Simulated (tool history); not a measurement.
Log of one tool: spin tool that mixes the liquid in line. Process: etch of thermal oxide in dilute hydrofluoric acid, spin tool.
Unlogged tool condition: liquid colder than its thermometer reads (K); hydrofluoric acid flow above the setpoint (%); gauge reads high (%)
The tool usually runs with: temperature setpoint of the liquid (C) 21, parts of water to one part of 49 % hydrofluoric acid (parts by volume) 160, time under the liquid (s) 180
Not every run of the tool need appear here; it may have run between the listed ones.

run,hour,temperature setpoint of the liquid (C),parts of water to one part of 49 % hydrofluoric acid (parts by volume),time under the liquid (s),wafers since the last listed run,hours since the thermometer was replaced,hours since the hydrofluoric acid flow meter was replaced,hours since the gauge calibration,"read-back film thickness of the thermal oxide reference wafer, read on the same gauge (nm)",thickness taken off the thermal oxide on a monitor wafer (Å)
1,0,21,160,180,0,441.1,553,231.8,59.989,41.55
2,70.5,21,160,180,622,511.6,623.5,302.3,60.011,41.5
3,147.9,21,160,180,683,589,700.9,379.7,60.025,42.05
4,213.4,21,160,180,578,654.5,766.4,445.2,59.994,41.53
5,319.3,18.5,160,180,935,760.4,872.3,551.1,59.983,38.05
6,369.3,18.5,160,180,441,810.4,922.3,601.1,59.974,37.46
7,433.1,21,160,180,563,874.2,986.1,664.9,60.006,42.48
8,517.9,21,160,180,749,959,1070.9,749.7,60.011,42.07
9,558.6,21,160,180,359,999.7,1111.6,790.4,59.979,42.03
# hour 648.4: thermometer replaced
10,648.9,21,160,180,788,0.5,1201.9,880.7,59.995,42.98
11,687.9,17,160,180,344,39.5,1240.9,919.7,59.993,36.59
# hour 696.9: gauge calibrated
# hour 734.8: hydrofluoric acid flow meter replaced
12,786.8,26,160,180,864,138.4,52,89.9,59.981,49.79
13,848.3,17,205,250,543,199.9,113.5,151.4,60.035,36.86
14,894.2,19,185,135,405,245.8,159.4,197.3,60.005,24.26
15,958.3,21,160,180,566,309.9,223.5,261.4,60.024,41.62
16,1058.1,17,215,235,881,409.7,323.3,361.2,59.975,32.62
17,1097.5,25,160,220,348,449.1,362.7,400.6,60.019,59.71
18,1177.4,21,120,145,705,529,442.6,480.5,60.019,46.28

Alternative continuations, all from the tool just after run 18; predict every row:
A,1177.9,19.5,160,180,4,529.5,443.1,481,?,?
B,1177.9,19,210,180,4,529.5,443.1,481,?,?
C,1177.9,21,110,240,4,529.5,443.1,481,?,?

run,"read-back film thickness of the thermal oxide reference wafer, read on the same gauge (nm)",thickness taken off the thermal oxide on a monitor wafer (Å)
A,60.002,38.87
B,60.002,27.67
C,60.002,84.4
With the hidden condition removed and each run's random variation left untouched, the same runs would have given:
run,thickness taken off the thermal oxide on a monitor wafer (Å)
A,39.03
B,27.76
C,84.8
